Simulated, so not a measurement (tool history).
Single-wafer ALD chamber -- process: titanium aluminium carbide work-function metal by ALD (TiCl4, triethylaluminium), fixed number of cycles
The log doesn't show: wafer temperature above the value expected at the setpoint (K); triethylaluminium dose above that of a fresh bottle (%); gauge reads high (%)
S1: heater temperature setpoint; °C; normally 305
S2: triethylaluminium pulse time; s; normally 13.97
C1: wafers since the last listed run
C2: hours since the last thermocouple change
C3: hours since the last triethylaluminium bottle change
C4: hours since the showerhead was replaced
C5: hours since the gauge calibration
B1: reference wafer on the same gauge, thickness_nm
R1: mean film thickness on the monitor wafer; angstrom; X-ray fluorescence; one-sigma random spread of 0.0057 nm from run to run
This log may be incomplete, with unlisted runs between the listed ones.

| run | hour | S1 | S2 | C1 | C2 | C3 | C4 | C5 | B1 | R1 |
|---|---|---|---|---|---|---|---|---|---|---|
| 1 | 0 | 305 | 13.97 | 0 | 705.2 | 80.8 | 1406.3 | 1367.9 | 1.758 | 20.21 |
| 2 | 51.1 | 305 | 13.97 | 484 | 756.3 | 131.9 | 1457.4 | 1419 | 1.761 | 20.28 |
| 3 | 135.5 | 305 | 13.97 | 800 | 840.7 | 216.3 | 1541.8 | 1503.4 | 1.758 | 20.15 |
| 4 | 240 | 305 | 13.97 | 990 | 945.2 | 320.8 | 1646.3 | 1607.9 | 1.76 | 20.12 |
| 5 | 297.9 | 305 | 13.97 | 548 | 1003.1 | 378.7 | 1704.2 | 1665.8 | 1.76 | 20.06 |
|  | 344.4 | gauge calibrated |
| 6 | 349.7 | 305 | 13.97 | 491 | 1054.9 | 430.5 | 1756 | 5.3 | 1.759 | 20.14 |
| 7 | 403.1 | 305 | 13.97 | 506 | 1108.3 | 483.9 | 1809.4 | 58.7 | 1.76 | 20.04 |
|  | 418 | triethylaluminium bottle replaced, repeated, since the last time left the tool worse |
| 8 | 469.4 | 311 | 13.97 | 552 | 1174.6 | 51.4 | 1875.7 | 125 | 1.763 | 21.78 |
| 9 | 524.3 | 311 | 13.97 | 520 | 1229.5 | 106.3 | 1930.6 | 179.9 | 1.759 | 21.72 |
| 10 | 587.9 | 292 | 12.38 | 602 | 1293.1 | 169.9 | 1994.2 | 243.5 | 1.761 | 19.66 |
| 11 | 666.4 | 314 | 9.97 | 744 | 1371.6 | 248.4 | 2072.7 | 322 | 1.76 | 21.48 |
| 12 | 882.3 | 316 | 11.62 | 2046 | 1587.5 | 464.3 | 2288.6 | 537.9 | 1.762 | 21.98 |
| 13 | 942.3 | 293 | 11.2 | 568 | 1647.5 | 524.3 | 2348.6 | 597.9 | 1.76 | 19.5 |
| 14 | 983.6 | 291 | 9.82 | 391 | 1688.8 | 565.6 | 2389.9 | 639.2 | 1.761 | 18.97 |
| 15 | 1075 | 319 | 18.27 | 866 | 1780.2 | 657 | 2481.3 | 730.6 | 1.761 | 22.64 |
|  | 1139.2 | thermocouple changed; heater temperature recalibrated |
| 16 | 1146.7 | 319 | 11.18 | 603 | 7.5 | 728.7 | 2553 | 802.3 | 1.759 | 21.87 |
|  | 1214.1 | triethylaluminium bottle replaced |
| 17 | 1242.9 | 305 | 9.82 | 836 | 103.7 | 28.8 | 2649.2 | 898.5 | 1.76 | 20.56 |
| 18 | 1315.2 | 319 | 11.59 | 685 | 176 | 101.1 | 2721.5 | 970.8 | 1.763 | 22.4 |
| 19 | 1424.6 | 305 | 13.97 | 1037 | 285.4 | 210.5 | 2830.9 | 1080.2 | 1.761 | 21.15 |
| 20 | 1470.9 | 312 | 12.29 | 438 | 331.7 | 256.8 | 2877.2 | 1126.5 | 1.761 | 21.65 |
|  | 1513.5 | showerhead replaced |
| 21 | 1538.4 | 305 | 18.64 | 564 | 399.2 | 324.3 | 24.9 | 1194 | 1.761 | 21.25 |
| 22 | 1574.7 | 294 | 16.63 | 344 | 435.5 | 360.6 | 61.2 | 1230.3 | 1.759 | 20.16 |
| 23 | 1648.7 | 316 | 12.56 | 701 | 509.5 | 434.6 | 135.2 | 1304.3 | 1.76 | 22.04 |
| 24 | 1703.4 | 305 | 13.97 | 518 | 564.2 | 489.3 | 189.9 | 1359 | 1.762 | 21.04 |
| 25 | 1784.6 | 297 | 11.29 | 769 | 645.4 | 570.5 | 271.1 | 1440.2 | 1.76 | 19.98 |
| 26 | 1864 | 292 | 10.19 | 752 | 724.8 | 649.9 | 350.5 | 1519.6 | 1.761 | 19.16 |
| 27 | 1934.6 | 305 | 13.97 | 669 | 795.4 | 720.5 | 421.1 | 1590.2 | 1.759 | 21.01 |
|  | 1936.9 | gauge calibrated |
| 28 | 1998.7 | 305 | 13.97 | 607 | 859.5 | 784.6 | 485.2 | 61.8 | 1.761 | 20.91 |
|  | 2037.7 | triethylaluminium bottle replaced |
| 29 | 2073.7 | 300 | 17.21 | 635 | 934.5 | 36 | 560.2 | 136.8 | 1.759 | 20.75 |
| 30 | 2171.5 | 305 | 13.97 | 927 | 1032.3 | 133.8 | 658 | 234.6 | 1.762 | 21.12 |
| 31 | 2223.3 | 313 | 18.81 | 491 | 1084.1 | 185.6 | 709.8 | 286.4 | 1.758 | 22.07 |

What if the next run were any one of these 5? Each begins from the tool's condition after run 31:
| A | 2223.7 | 305 | 10.76 | 3 | 1084.5 | 186 | 710.2 | 286.8 | ? | ? |
| B | 2223.7 | 305 | 18.88 | 3 | 1084.5 | 186 | 710.2 | 286.8 | ? | ? |
| C | 2223.7 | 305 | 17.1 | 3 | 1084.5 | 186 | 710.2 | 286.8 | ? | ? |
| D | 2223.7 | 295 | 17.78 | 3 | 1084.5 | 186 | 710.2 | 286.8 | ? | ? |
| E | 2223.7 | 293 | 12.19 | 3 | 1084.5 | 186 | 710.2 | 286.8 | ? | ? |

| run | B1 | R1 |
|---|---|---|
| A | 1.76 | 20.71 |
| B | 1.76 | 21.21 |
| C | 1.76 | 21.18 |
| D | 1.76 | 20.17 |
| E | 1.76 | 19.69 |
With no hidden state in the tool, these same runs would have given:
| run | R1 |
|---|---|
| A | 20.76 |
| B | 21.22 |
| C | 21.19 |
| D | 20.18 |
| E | 19.73 |
